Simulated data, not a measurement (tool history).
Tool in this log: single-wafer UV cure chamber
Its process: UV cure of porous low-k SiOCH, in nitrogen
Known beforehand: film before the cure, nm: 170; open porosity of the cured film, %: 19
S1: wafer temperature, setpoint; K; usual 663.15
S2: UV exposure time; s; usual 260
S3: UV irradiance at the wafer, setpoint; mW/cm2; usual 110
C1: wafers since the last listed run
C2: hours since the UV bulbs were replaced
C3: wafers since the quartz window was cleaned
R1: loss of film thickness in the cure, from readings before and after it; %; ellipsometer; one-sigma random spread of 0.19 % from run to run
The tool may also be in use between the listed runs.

{"run": 1, "hour": 0.0, "S1": 663.15, "S2": 260, "S3": 110, "C1": 0, "C2": 2056.9, "C3": 3377, "R1": 12.335}
{"run": 2, "hour": 20.6, "S1": 663.15, "S2": 260, "S3": 110, "C1": 218, "C2": 2077.5, "C3": 3595, "R1": 12.63}
{"run": 3, "hour": 50.3, "S1": 663.15, "S2": 260, "S3": 110, "C1": 314, "C2": 2107.2, "C3": 3910, "R1": 12.1}
{"run": 4, "hour": 65.1, "S1": 663.15, "S2": 260, "S3": 110, "C1": 156, "C2": 2122.0, "C3": 4067, "R1": 12.134}
{"hour": 73.2, "done": "quartz window cleaned"}
{"run": 5, "hour": 100.1, "S1": 663.15, "S2": 260, "S3": 90, "C1": 286, "C2": 2157.0, "C3": 284, "R1": 12.291}
{"run": 6, "hour": 132.1, "S1": 663.15, "S2": 260, "S3": 110, "C1": 339, "C2": 2189.0, "C3": 623, "R1": 12.882}
{"run": 7, "hour": 163.6, "S1": 663.15, "S2": 260, "S3": 91, "C1": 333, "C2": 2220.5, "C3": 957, "R1": 12.238}
{"run": 8, "hour": 192.7, "S1": 663.15, "S2": 260, "S3": 110, "C1": 308, "C2": 2249.6, "C3": 1266, "R1": 13.095}
{"run": 9, "hour": 218.2, "S1": 663.15, "S2": 260, "S3": 110, "C1": 270, "C2": 2275.1, "C3": 1536, "R1": 13.068}
{"run": 10, "hour": 257.9, "S1": 663.15, "S2": 260, "S3": 110, "C1": 420, "C2": 2314.8, "C3": 1956, "R1": 12.83}
{"run": 11, "hour": 282.1, "S1": 663.15, "S2": 260, "S3": 110, "C1": 256, "C2": 2339.0, "C3": 2213, "R1": 12.979}
{"run": 12, "hour": 297.7, "S1": 663.15, "S2": 260, "S3": 110, "C1": 165, "C2": 2354.6, "C3": 2378, "R1": 12.861}
{"run": 13, "hour": 310.6, "S1": 663.15, "S2": 260, "S3": 110, "C1": 136, "C2": 2367.5, "C3": 2515, "R1": 13.135}
{"run": 14, "hour": 335.0, "S1": 676.15, "S2": 260, "S3": 122, "C1": 258, "C2": 2391.9, "C3": 2774, "R1": 13.407}
{"run": 15, "hour": 347.4, "S1": 676.15, "S2": 260, "S3": 122, "C1": 131, "C2": 2404.3, "C3": 2905, "R1": 13.681}
{"run": 16, "hour": 360.8, "S1": 663.15, "S2": 260, "S3": 110, "C1": 142, "C2": 2417.7, "C3": 3047, "R1": 12.288}
{"run": 17, "hour": 408.3, "S1": 663.15, "S2": 260, "S3": 110, "C1": 503, "C2": 2465.2, "C3": 3550, "R1": 12.566}
{"hour": 423.1, "done": "quartz window cleaned"}
{"run": 18, "hour": 426.7, "S1": 663.15, "S2": 260, "S3": 110, "C1": 110, "C2": 2483.6, "C3": 37, "R1": 12.946}
{"hour": 463.1, "done": "UV bulbs replaced"}
{"run": 19, "hour": 463.6, "S1": 663.15, "S2": 260, "S3": 110, "C1": 306, "C2": 0.5, "C3": 343, "R1": 13.218}
{"run": 20, "hour": 475.5, "S1": 654.15, "S2": 345, "S3": 110, "C1": 126, "C2": 12.4, "C3": 470, "R1": 14.243}
{"run": 21, "hour": 487.9, "S1": 654.15, "S2": 345, "S3": 110, "C1": 131, "C2": 24.8, "C3": 601, "R1": 14.529}
{"run": 22, "hour": 500.3, "S1": 654.15, "S2": 345, "S3": 110, "C1": 131, "C2": 37.2, "C3": 732, "R1": 14.522}
{"run": 23, "hour": 512.7, "S1": 648.15, "S2": 260, "S3": 110, "C1": 131, "C2": 49.6, "C3": 864, "R1": 12.856}
{"run": 24, "hour": 537.0, "S1": 648.15, "S2": 260, "S3": 110, "C1": 257, "C2": 73.9, "C3": 1121, "R1": 12.554}
{"run": 25, "hour": 557.4, "S1": 663.15, "S2": 260, "S3": 110, "C1": 216, "C2": 94.3, "C3": 1338, "R1": 13.319}
{"run": 26, "hour": 579.4, "S1": 663.15, "S2": 260, "S3": 110, "C1": 233, "C2": 116.3, "C3": 1571, "R1": 13.084}
{"run": 27, "hour": 613.9, "S1": 680.15, "S2": 260, "S3": 110, "C1": 365, "C2": 150.8, "C3": 1936, "R1": 13.168}
{"run": 28, "hour": 634.4, "S1": 663.15, "S2": 260, "S3": 110, "C1": 217, "C2": 171.3, "C3": 2154, "R1": 13.098}
{"run": 29, "hour": 669.2, "S1": 654.15, "S2": 345, "S3": 110, "C1": 368, "C2": 206.1, "C3": 2522, "R1": 14.15}
{"run": 30, "hour": 686.5, "S1": 654.15, "S2": 260, "S3": 139, "C1": 183, "C2": 223.4, "C3": 2706, "R1": 13.77}
{"run": 31, "hour": 701.9, "S1": 643.15, "S2": 300, "S3": 88, "C1": 163, "C2": 238.8, "C3": 2869, "R1": 12.288}
{"run": 32, "hour": 730.4, "S1": 663.15, "S2": 185, "S3": 110, "C1": 302, "C2": 267.3, "C3": 3171, "R1": 10.971}
{"run": 33, "hour": 744.2, "S1": 663.15, "S2": 260, "S3": 110, "C1": 146, "C2": 281.1, "C3": 3317, "R1": 12.117}
{"run": 34, "hour": 777.2, "S1": 663.15, "S2": 105, "S3": 98, "C1": 349, "C2": 314.1, "C3": 3667, "R1": 7.784}
{"hour": 791.3, "done": "quartz window cleaned"}
{"run": 35, "hour": 808.1, "S1": 663.15, "S2": 415, "S3": 85, "C1": 242, "C2": 345.0, "C3": 178, "R1": 14.092}
{"run": 36, "hour": 820.7, "S1": 663.15, "S2": 260, "S3": 110, "C1": 133, "C2": 357.6, "C3": 311, "R1": 13.476}
{"run": 37, "hour": 835.4, "S1": 663.15, "S2": 260, "S3": 110, "C1": 155, "C2": 372.3, "C3": 467, "R1": 13.081}
{"run": 38, "hour": 848.2, "S1": 654.15, "S2": 330, "S3": 73, "C1": 135, "C2": 385.1, "C3": 603, "R1": 12.398}
{"run": 39, "hour": 869.3, "S1": 663.15, "S2": 260, "S3": 73, "C1": 223, "C2": 406.2, "C3": 826, "R1": 11.414}
{"run": 40, "hour": 897.8, "S1": 657.15, "S2": 260, "S3": 110, "C1": 302, "C2": 434.7, "C3": 1128, "R1": 12.887}
{"run": 41, "hour": 932.7, "S1": 663.15, "S2": 260, "S3": 110, "C1": 369, "C2": 469.6, "C3": 1498, "R1": 13.305}
{"run": 42, "hour": 1007.2, "S1": 663.15, "S2": 260, "S3": 110, "C1": 789, "C2": 544.1, "C3": 2288, "R1": 12.631}
{"run": 43, "hour": 1031.9, "S1": 672.15, "S2": 260, "S3": 133, "C1": 261, "C2": 568.8, "C3": 2549, "R1": 13.525}
{"run": 44, "hour": 1048.6, "S1": 663.15, "S2": 135, "S3": 75, "C1": 176, "C2": 585.5, "C3": 2726, "R1": 8.144}
{"run": 45, "hour": 1061.6, "S1": 663.15, "S2": 355, "S3": 94, "C1": 137, "C2": 598.5, "C3": 2864, "R1": 13.326}
{"run": 46, "hour": 1096.4, "S1": 646.15, "S2": 220, "S3": 99, "C1": 368, "C2": 633.3, "C3": 3233, "R1": 10.77}
{"hour": 1106.5, "done": "quartz window cleaned"}
{"run": 47, "hour": 1120.7, "S1": 663.15, "S2": 415, "S3": 88, "C1": 172, "C2": 657.6, "C3": 150, "R1": 14.644}
{"run": 48, "hour": 1142.3, "S1": 663.15, "S2": 260, "S3": 110, "C1": 228, "C2": 679.2, "C3": 379, "R1": 13.414}
{"run": 49, "hour": 1171.7, "S1": 663.15, "S2": 345, "S3": 85, "C1": 311, "C2": 708.6, "C3": 690, "R1": 13.312}

How would selected steps in R1 from run to run divide? Give the signed amount a tool lacking its hidden state would still show from settings, what came in and random variation, and the signed amount left for the hidden state, including any gauge scatter that is not in both of the compared results.
The tool's hidden condition here consists of: lamp output below its setpoint, %; transmission lost against a clean window, %.
Run 4 -> 5: S3 110 -> 90, quartz window cleaned. R1 +0.157 %: hidden state +1.139, all else -0.982.
Run 17 -> 18: quartz window cleaned. R1 +0.380 %: hidden state +0.896, all else -0.516.
Run 34 -> 35: S2 105 -> 415, S3 98 -> 85, quartz window cleaned. R1 +6.308 %: hidden state +0.880, all else +5.428.
Run 43 -> 44: S1 672.15 -> 663.15, S2 260 -> 135, S3 133 -> 75. R1 -5.381 %: hidden state -0.008, all else -5.373.
Run 44 -> 45: S2 135 -> 355, S3 75 -> 94. R1 +5.182 %: hidden state -0.120, all else +5.302.

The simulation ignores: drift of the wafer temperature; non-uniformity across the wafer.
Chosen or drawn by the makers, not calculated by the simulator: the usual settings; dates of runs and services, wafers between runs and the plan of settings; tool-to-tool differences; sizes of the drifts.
